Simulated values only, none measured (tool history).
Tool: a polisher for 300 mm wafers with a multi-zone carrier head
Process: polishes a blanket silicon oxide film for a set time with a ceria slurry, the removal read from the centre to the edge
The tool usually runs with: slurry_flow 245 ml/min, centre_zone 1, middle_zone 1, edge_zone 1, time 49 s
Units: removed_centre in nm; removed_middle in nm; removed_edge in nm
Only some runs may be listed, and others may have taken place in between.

run     day  slurry_flow  centre_zone  middle_zone  edge_zone  time  wafers since the last listed run  wafers polished on this pad  hours since the slurry nozzle was cleaned  hours since the centre zone pressure was calibrated  hours since the edge zone pressure was calibrated  hours since the carrier head's membrane was replaced  incoming thickness of the incoming film, nm  removed_centre  removed_middle  removed_edge
  1       0          245            1            1          1    49                                 0                         1517                                       22.2                                                542.7                                               75.4                                                 591.7                                       1401.5             380           364.3         367.4
  2   1.033          245            1            1          1    49                               295                         1812                                         47                                                567.5                                              100.2                                                 616.5                                       1421.6           368.2           360.6         360.9
  3   1.583          245            1            1          1    49                               157                         1969                                       60.2                                                580.7                                              113.4                                                 629.7                                       1404.3           365.6           351.9         354.4
      2.075  -- worn pad replaced by a new one
  4   2.896          290            1            1       0.96    49                               327                          234                                       91.7                                                612.2                                              144.9                                                 661.2                                       1415.8           405.4           397.8         392.9
  5   4.308          245            1         0.93          1    49                               403                          638                                      125.6                                                646.1                                              178.8                                                 695.1                                       1437.3           388.5           360.2         388.4
  6   5.442          245            1            1          1    49                               323                          962                                      152.8                                                673.3                                                206                                                 722.3                                       1419.5           388.5           377.5         380.8
  7   6.275          245            1            1       1.04    61                               238                         1200                                      172.8                                                693.3                                                226                                                 742.3                                       1389.7           463.6           449.7         465.9
  8   7.092          245            1            1          1    49                               233                         1434                                      192.4                                                712.9                                              245.6                                                 761.9                                       1389.7             363           359.4         363.3
      8.333  -- centre zone pressure recalibrated
  9   8.379          300            1         0.91          1    58                               344                         1778                                      223.3                                                  1.1                                              276.5                                                 792.8                                       1436.6           424.6           390.9         432.4
      9.625  -- worn pad replaced by a new one
 10   9.862          245            1            1          1    49                               376                           68                                      258.9                                                 36.7                                              312.1                                                 828.4                                       1394.4           398.7           385.3         396.1
      10.55  -- carrier head's membrane replaced by a new one
 11  10.571          310            1            1          1    65                               142                          211                                      275.9                                                 53.7                                              329.1                                                   0.5                                       1418.3           526.5           525.6           534
 12  11.117          165         1.03            1       0.95    49                               155                          367                                        289                                                 66.8                                              342.2                                                  13.6                                       1415.7           361.1             357         361.9
 13    12.8          160         0.94         0.97       0.94    49                               481                          848                                      329.4                                                107.2                                              382.6                                                    54                                       1396.8           309.7           325.7         340.9
 14  14.062          200          0.9            1       0.89    38                               360                         1209                                      359.7                                                137.5                                              412.9                                                  84.3                                       1408.7           238.9           266.6         261.5
 15  14.721          245            1            1        1.1    49                               188                         1397                                      375.5                                                153.3                                              428.7                                                 100.1                                       1395.8           352.3           347.8         377.2
 16  15.921          245            1            1          1    49                               342                         1740                                      404.3                                                182.1                                              457.5                                                 128.9                                         1395           353.3           343.6         350.1
 17  16.692          245            1         0.92          1    49                               220                         1960                                      422.8                                                200.6                                                476                                                 147.4                                       1394.4           338.1             316           346
     17.146  -- worn pad replaced by a new one
 18  17.904          245            1            1          1    49                               298                          216                                      451.9                                                229.7                                              505.1                                                 176.5                                       1416.2           378.7           368.4         381.4
 19  19.254          165         1.03            1       0.95    49                               385                          602                                      484.3                                                262.1                                              537.5                                                 208.9                                       1406.6           333.9           323.5         337.1
 20  20.042          280         1.09            1          1    56                               225                          827                                      503.2                                                  281                                              556.4                                                 227.8                                       1415.7           459.7           414.1         425.2
 21  21.479          280            1         1.07       0.96    49                               410                         1238                                      537.7                                                315.5                                              590.9                                                 262.3                                       1423.3           349.2           379.1         353.9

Each row is a separate what-if for the run after 21, all from the same tool condition, not one after another. Results?
  A  21.496          245            1            1       0.89    49                                 4                         1243                                      538.1                                                315.9                                              591.3                                                 262.7                                       1395.3               ?               ?             ?
  B  21.496          300         0.89            1          1    57                                 4                         1243                                      538.1                                                315.9                                              591.3                                                 262.7                                       1395.3               ?               ?             ?
  C  21.496          245            1            1       1.11    49                                 4                         1243                                      538.1                                                315.9                                              591.3                                                 262.7                                       1395.3               ?               ?             ?
  D  21.496          270            1            1          1    38                                 4                         1243                                      538.1                                                315.9                                              591.3                                                 262.7                                       1395.3               ?               ?             ?
  E  21.496          320            1            1       0.93    36                                 4                         1243                                      538.1                                                315.9                                              591.3                                                 262.7                                       1395.3               ?               ?             ?

run  removed_centre  removed_middle  removed_edge
  A           338.9           339.9         336.2
  B           366.1           411.1         424.8
  C           338.9           339.8           374
  D           268.7           268.8         279.3
  E           263.1           262.3         261.3
What these runs would have given with no unlogged condition in the tool:
run  removed_centre  removed_middle  removed_edge
  A           401.2           398.7         386.3
  B           425.9             475         483.1
  C           401.2           398.5         429.6
  D           315.3           312.8         319.3
  E           304.7           301.8         296.2

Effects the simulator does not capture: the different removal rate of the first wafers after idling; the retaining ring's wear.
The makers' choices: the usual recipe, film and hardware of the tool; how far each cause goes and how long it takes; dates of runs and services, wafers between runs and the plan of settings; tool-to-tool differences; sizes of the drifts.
